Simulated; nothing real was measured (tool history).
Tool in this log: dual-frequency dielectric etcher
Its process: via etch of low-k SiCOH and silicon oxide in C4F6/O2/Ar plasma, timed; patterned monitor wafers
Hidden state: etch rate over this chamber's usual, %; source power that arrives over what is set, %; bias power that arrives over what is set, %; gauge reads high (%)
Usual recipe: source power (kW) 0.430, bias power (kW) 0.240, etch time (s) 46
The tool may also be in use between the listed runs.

run	day	source power (kW)	bias power (kW)	etch time (s)	wafers since the last listed run	hours since the last wet clean	hours since the last source power generator calibration	hours since the last bias power generator calibration	hours since the last upper electrode change	hours since the gauge calibration	read-back reference wafer on the same gauge, depth_nm	mean etch depth across the wafer (nm)
1	0.000	0.370	0.240	46	0	217.4	4614.2	1802.2	4847.1	178.8	115.1	135.8
2	2.367	0.430	0.284	46	961	274.2	4671.0	1859.0	4903.9	235.6	114.9	154.6
3	3.442	0.430	0.284	46	436	300.0	4696.8	1884.8	4929.7	261.4	115.0	155.7
4	4.596	0.430	0.240	46	469	327.7	4724.5	1912.5	4957.4	289.1	115.1	145.0
# day 9.562: gauge calibrated
# day 11.250: wet clean of the chamber
5	11.271	0.430	0.240	46	2306	0.5	4884.7	2072.7	5117.6	41.0	114.9	141.4
# day 12.975: upper electrode replaced, of another model than before
6	12.996	0.430	0.240	46	294	41.9	4926.1	2114.1	0.5	82.4	114.9	143.1
7	14.138	0.430	0.240	46	464	69.3	4953.5	2141.5	27.9	109.8	115.1	142.7
# day 14.367: source power generator calibrated
8	17.125	0.430	0.240	46	1146	141.0	66.2	2213.2	99.6	181.5	115.0	143.5

Forecast run 9:
9	18.162	0.430	0.222	46	421	165.9	91.1	2238.1	124.5	206.4	?	?

read-back reference wafer on the same gauge, depth_nm: 115.0
mean etch depth across the wafer (nm): 136.9
On a tool with no hidden condition, and with the same random variation, this run would have come out at mean etch depth across the wafer (nm) 135.6.

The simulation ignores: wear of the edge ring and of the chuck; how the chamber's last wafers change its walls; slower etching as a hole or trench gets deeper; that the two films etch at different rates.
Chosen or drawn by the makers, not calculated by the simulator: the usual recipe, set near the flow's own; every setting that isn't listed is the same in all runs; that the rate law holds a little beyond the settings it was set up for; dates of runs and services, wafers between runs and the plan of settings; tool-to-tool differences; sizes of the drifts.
